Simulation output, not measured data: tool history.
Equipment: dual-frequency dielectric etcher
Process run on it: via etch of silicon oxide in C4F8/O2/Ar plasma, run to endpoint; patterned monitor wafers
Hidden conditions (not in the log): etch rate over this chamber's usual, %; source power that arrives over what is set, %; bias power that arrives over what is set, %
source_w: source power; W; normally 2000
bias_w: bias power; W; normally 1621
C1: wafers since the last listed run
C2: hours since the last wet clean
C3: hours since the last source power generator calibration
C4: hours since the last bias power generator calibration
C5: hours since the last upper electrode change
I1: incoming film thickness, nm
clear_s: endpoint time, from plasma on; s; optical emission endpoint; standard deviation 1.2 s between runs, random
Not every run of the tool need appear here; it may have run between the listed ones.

run 1 hour=0 | source_w=2000 bias_w=1621 | C1=0 C2=475.8 C3=2356.1 C4=2130.5 C5=3556.3 | I1=1491.1 | clear_s=312.6
run 2 hour=17.2 | source_w=2000 bias_w=1621 | C1=137 C2=493 C3=2373.3 C4=2147.7 C5=3573.5 | I1=1496 | clear_s=313.5
run 3 hour=23.9 | source_w=2000 bias_w=1621 | C1=53 C2=499.7 C3=2380 C4=2154.4 C5=3580.2 | I1=1464.2 | clear_s=307.7
run 4 hour=31.3 | source_w=2000 bias_w=1621 | C1=59 C2=507.1 C3=2387.4 C4=2161.8 C5=3587.6 | I1=1477.4 | clear_s=311
run 5 hour=37.9 | source_w=2000 bias_w=1621 | C1=52 C2=513.7 C3=2394 C4=2168.4 C5=3594.2 | I1=1476.1 | clear_s=308.3
run 6 hour=44.8 | source_w=2000 bias_w=1621 | C1=55 C2=520.6 C3=2400.9 C4=2175.3 C5=3601.1 | I1=1474.5 | clear_s=309.5
run 7 hour=56.1 | source_w=2000 bias_w=1621 | C1=90 C2=531.9 C3=2412.2 C4=2186.6 C5=3612.4 | I1=1466.9 | clear_s=306.3
run 8 hour=67.1 | source_w=2000 bias_w=1621 | C1=87 C2=542.9 C3=2423.2 C4=2197.6 C5=3623.4 | I1=1461.1 | clear_s=307.7
-- hour=95.6 upper electrode replaced
-- hour=98.6 wet clean of the chamber
run 9 hour=99.1 | source_w=2000 bias_w=1621 | C1=40 C2=0.5 C3=2455.2 C4=2229.6 C5=3.5 | I1=1479.8 | clear_s=310.9
run 10 hour=99.5 | source_w=2000 bias_w=1621 | C1=3 C2=0.9 C3=2455.6 C4=2230 C5=3.9 | I1=1482.4 | clear_s=308.1
run 11 hour=99.8 | source_w=2000 bias_w=1621 | C1=2 C2=1.2 C3=2455.9 C4=2230.3 C5=4.2 | I1=1481.8 | clear_s=311.9
-- hour=106.4 source power generator calibrated
run 12 hour=106.9 | source_w=2000 bias_w=1621 | C1=24 C2=8.3 C3=0.5 C4=2237.4 C5=11.3 | I1=1483 | clear_s=310
run 13 hour=116.8 | source_w=2240 bias_w=1320 | C1=79 C2=18.2 C3=10.4 C4=2247.3 C5=21.2 | I1=1475.4 | clear_s=322.7
run 14 hour=127.3 | source_w=2000 bias_w=1621 | C1=83 C2=28.7 C3=20.9 C4=2257.8 C5=31.7 | I1=1483 | clear_s=310.9
run 15 hour=142.1 | source_w=2000 bias_w=1621 | C1=118 C2=43.5 C3=35.7 C4=2272.6 C5=46.5 | I1=1470.6 | clear_s=309.2
run 16 hour=153.3 | source_w=1580 bias_w=1443 | C1=89 C2=54.7 C3=46.9 C4=2283.8 C5=57.7 | I1=1491.6 | clear_s=354.6
run 17 hour=159.4 | source_w=2000 bias_w=1621 | C1=48 C2=60.8 C3=53 C4=2289.9 C5=63.8 | I1=1479 | clear_s=309.2
run 18 hour=169.5 | source_w=1870 bias_w=1395 | C1=80 C2=70.9 C3=63.1 C4=2300 C5=73.9 | I1=1484.9 | clear_s=339
-- hour=185.8 bias power generator calibrated
run 19 hour=186.6 | source_w=1670 bias_w=1402 | C1=104 C2=88 C3=80.2 C4=0.8 C5=91 | I1=1483.5 | clear_s=350.1
run 20 hour=202.1 | source_w=2000 bias_w=1621 | C1=123 C2=103.5 C3=95.7 C4=16.3 C5=106.5 | I1=1489.3 | clear_s=312.7
run 21 hour=217.9 | source_w=2000 bias_w=1621 | C1=126 C2=119.3 C3=111.5 C4=32.1 C5=122.3 | I1=1465.5 | clear_s=307.4

For run 22, what comes out?
run 22 hour=227.2 | source_w=2000 bias_w=1621 | C1=74 C2=128.6 C3=120.8 C4=41.4 C5=131.6 | I1=1480.1 | clear_s=?

clear_s: 309 s
Had the tool carried no hidden state, the very same run would have given clear_s 309 s.

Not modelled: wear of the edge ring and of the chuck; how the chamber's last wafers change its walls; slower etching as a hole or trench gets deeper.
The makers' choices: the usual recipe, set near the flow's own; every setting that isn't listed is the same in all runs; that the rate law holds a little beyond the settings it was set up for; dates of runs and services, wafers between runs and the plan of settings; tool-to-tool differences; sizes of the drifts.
